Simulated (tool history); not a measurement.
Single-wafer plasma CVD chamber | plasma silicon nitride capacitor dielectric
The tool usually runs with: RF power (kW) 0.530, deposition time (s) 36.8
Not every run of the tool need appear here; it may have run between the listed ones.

run	hour	RF power (kW)	deposition time (s)	wafers since the last listed run	hours since the last RF generator calibration	hours since the showerhead was replaced	hours since the gauge calibration	read-back reference wafer on the same gauge, thickness_nm	mean film thickness on the monitor wafer (angstrom)
1	0.0	0.530	36.8	0	1312.4	5259.5	78.6	47.008	511.03
2	7.9	0.530	36.8	195	1320.3	5267.4	86.5	47.003	511.55
3	14.9	0.530	36.8	173	1327.3	5274.4	93.5	46.991	509.49
4	27.9	0.530	36.8	321	1340.3	5287.4	106.5	47.000	511.18
5	40.5	0.530	36.8	311	1352.9	5300.0	119.1	47.011	510.63
6	48.5	0.530	36.8	197	1360.9	5308.0	127.1	47.010	511.74
7	58.2	0.530	36.8	240	1370.6	5317.7	136.8	46.988	510.38
8	73.3	0.530	36.8	373	1385.7	5332.8	151.9	47.002	509.19
9	83.2	0.490	36.8	244	1395.6	5342.7	161.8	46.987	492.68
# hour 95.4: RF generator calibrated
# hour 114.2: showerhead replaced
10	114.7	0.530	36.8	383	19.3	0.5	193.3	46.989	523.44
# hour 118.7: gauge calibrated
11	120.8	0.530	36.8	150	25.4	6.6	2.1	46.996	525.03

What does the tool deliver on the next run?
12	136.7	0.530	36.8	393	41.3	22.5	18.0	?	?

read-back reference wafer on the same gauge, thickness_nm: 46.986
mean film thickness on the monitor wafer (angstrom): 524.21
If the tool had no hidden condition, the same run with the same run-to-run variation would have returned mean film thickness on the monitor wafer (angstrom) 528.74.
